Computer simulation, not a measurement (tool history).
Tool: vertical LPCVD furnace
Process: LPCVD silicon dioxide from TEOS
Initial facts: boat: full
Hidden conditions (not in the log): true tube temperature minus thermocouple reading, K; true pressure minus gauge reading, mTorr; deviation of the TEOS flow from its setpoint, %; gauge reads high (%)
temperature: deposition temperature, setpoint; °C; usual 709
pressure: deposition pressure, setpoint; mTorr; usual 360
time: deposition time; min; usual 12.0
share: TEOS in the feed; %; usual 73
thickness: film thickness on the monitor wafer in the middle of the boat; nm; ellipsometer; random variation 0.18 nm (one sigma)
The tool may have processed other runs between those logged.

| run | hour | temperature | pressure | time | share | wafers since the last listed run | hours since the last temperature calibration | hours since the pressure gauge was zeroed | hours since the TEOS flow controller was replaced | hours since the gauge calibration | read-back reference wafer on the same gauge, thickness | thickness |
|---|---|---|---|---|---|---|---|---|---|---|---|---|
| 1 | 0.0 | 709 | 360 | 12.0 | 73 | 0 | 3718.7 | 1759.8 | 3760.6 | 448.5 | 102.94 | 108.08 |
| 2 | 32.1 | 709 | 360 | 12.0 | 73 | 668 | 3750.8 | 1791.9 | 3792.7 | 480.6 | 103.04 | 108.20 |
| 3 | 49.5 | 709 | 360 | 12.0 | 73 | 362 | 3768.2 | 1809.3 | 3810.1 | 498.0 | 103.06 | 108.39 |
| 4 | 76.5 | 709 | 360 | 12.0 | 68 | 561 | 3795.2 | 1836.3 | 3837.1 | 525.0 | 103.04 | 104.90 |
|  | 102.5 | thermocouples replaced and temperature profile calibrated |
| 5 | 103.0 | 709 | 360 | 12.0 | 68 | 52 | 0.5 | 1862.8 | 3863.6 | 551.5 | 103.05 | 99.47 |
| 6 | 107.0 | 709 | 360 | 12.0 | 68 | 83 | 4.5 | 1866.8 | 3867.6 | 555.5 | 102.95 | 99.37 |
| 7 | 135.6 | 709 | 360 | 12.0 | 73 | 595 | 33.1 | 1895.4 | 3896.2 | 584.1 | 102.97 | 103.04 |
| 8 | 166.5 | 709 | 320 | 12.0 | 79 | 643 | 64.0 | 1926.3 | 3927.1 | 615.0 | 103.12 | 101.36 |
| 9 | 196.5 | 709 | 360 | 12.0 | 69 | 624 | 94.0 | 1956.3 | 3957.1 | 645.0 | 102.97 | 100.16 |
| 10 | 224.3 | 709 | 360 | 12.0 | 69 | 578 | 121.8 | 1984.1 | 3984.9 | 672.8 | 103.01 | 100.45 |
|  | 261.0 | pressure gauge zeroed |
| 11 | 261.5 | 709 | 360 | 12.0 | 69 | 274 | 159.0 | 0.5 | 4022.1 | 710.0 | 102.98 | 98.99 |
| 12 | 271.4 | 709 | 360 | 12.0 | 73 | 206 | 168.9 | 10.4 | 4032.0 | 719.9 | 103.02 | 101.90 |
| 13 | 284.9 | 709 | 360 | 12.0 | 73 | 280 | 182.4 | 23.9 | 4045.5 | 733.4 | 103.02 | 102.34 |
| 14 | 313.7 | 709 | 320 | 14.0 | 73 | 599 | 211.2 | 52.7 | 4074.3 | 762.2 | 103.11 | 112.20 |
| 15 | 340.4 | 717 | 360 | 8.5 | 68 | 555 | 237.9 | 79.4 | 4101.0 | 788.9 | 102.96 | 83.56 |
| 16 | 363.2 | 698 | 360 | 7.5 | 73 | 474 | 260.7 | 102.2 | 4123.8 | 811.7 | 103.12 | 49.46 |
|  | 395.6 | TEOS flow controller replaced |
| 17 | 396.1 | 709 | 360 | 12.0 | 73 | 185 | 293.6 | 135.1 | 0.5 | 844.6 | 103.00 | 101.86 |
|  | 399.8 | gauge calibrated |
| 18 | 414.8 | 709 | 360 | 10.5 | 87 | 389 | 312.3 | 153.8 | 19.2 | 15.0 | 102.99 | 97.45 |
| 19 | 442.3 | 709 | 360 | 12.0 | 73 | 572 | 339.8 | 181.3 | 46.7 | 42.5 | 102.90 | 101.99 |
| 20 | 468.8 | 706 | 360 | 12.0 | 73 | 551 | 366.3 | 207.8 | 73.2 | 69.0 | 102.92 | 95.02 |
| 21 | 481.8 | 717 | 360 | 9.5 | 73 | 270 | 379.3 | 220.8 | 86.2 | 82.0 | 103.01 | 96.75 |
| 22 | 516.5 | 709 | 405 | 12.0 | 73 | 722 | 414.0 | 255.5 | 120.9 | 116.7 | 102.99 | 108.09 |
| 23 | 529.9 | 720 | 360 | 12.0 | 73 | 278 | 427.4 | 268.9 | 134.3 | 130.1 | 103.03 | 130.93 |
| 24 | 560.5 | 703 | 295 | 14.5 | 66 | 636 | 458.0 | 299.5 | 164.9 | 160.7 | 103.00 | 92.63 |
| 25 | 576.7 | 712 | 430 | 12.0 | 69 | 337 | 474.2 | 315.7 | 181.1 | 176.9 | 102.88 | 116.01 |
| 26 | 608.2 | 700 | 410 | 10.0 | 87 | 655 | 505.7 | 347.2 | 212.6 | 208.4 | 103.06 | 80.47 |
| 27 | 625.3 | 709 | 360 | 12.0 | 73 | 355 | 522.8 | 364.3 | 229.7 | 225.5 | 103.10 | 101.73 |
| 28 | 657.1 | 705 | 440 | 10.0 | 67 | 661 | 554.6 | 396.1 | 261.5 | 257.3 | 103.02 | 82.00 |
| 29 | 674.8 | 718 | 440 | 9.5 | 81 | 368 | 572.3 | 413.8 | 279.2 | 275.0 | 102.97 | 115.34 |
| 30 | 687.3 | 715 | 305 | 12.0 | 68 | 260 | 584.8 | 426.3 | 291.7 | 287.5 | 103.06 | 103.85 |

Describe how what the log doesn't record of the tool's condition differs between the last listed run preceding each entry between runs and the first listed run following it.
From run 4 to run 5: thermocouples replaced and temperature profile calibrated (hour 102.5)
  true tube temperature minus thermocouple reading, K: 2.41 -> 0.126; true pressure minus gauge reading, mTorr: 8.44 -> 8.7
  what was measured, less what the result would be without the hidden state, thickness: +6.75 -> +1.47 nm
From run 10 to run 11: pressure gauge zeroed (hour 261.0)
  true tube temperature minus thermocouple reading, K: 0.128 -> 0.13; true pressure minus gauge reading, mTorr: 9.94 -> 0.516
  what was measured, less what the result would be without the hidden state, thickness: +1.65 -> +0.36 nm
From run 16 to run 17: TEOS flow controller replaced (hour 395.6)
  true tube temperature minus thermocouple reading, K: 0.136 -> 0.139; true pressure minus gauge reading, mTorr: 0.543 -> 0.564
  what was measured, less what the result would be without the hidden state, thickness: +0.20 -> +0.40 nm
From run 17 to run 18: gauge calibrated (hour 399.8)
  true tube temperature minus thermocouple reading, K: 0.139 -> 0.141; true pressure minus gauge reading, mTorr: 0.564 -> 0.579
  what was measured, less what the result would be without the hidden state, thickness: +0.40 -> +0.39 nm
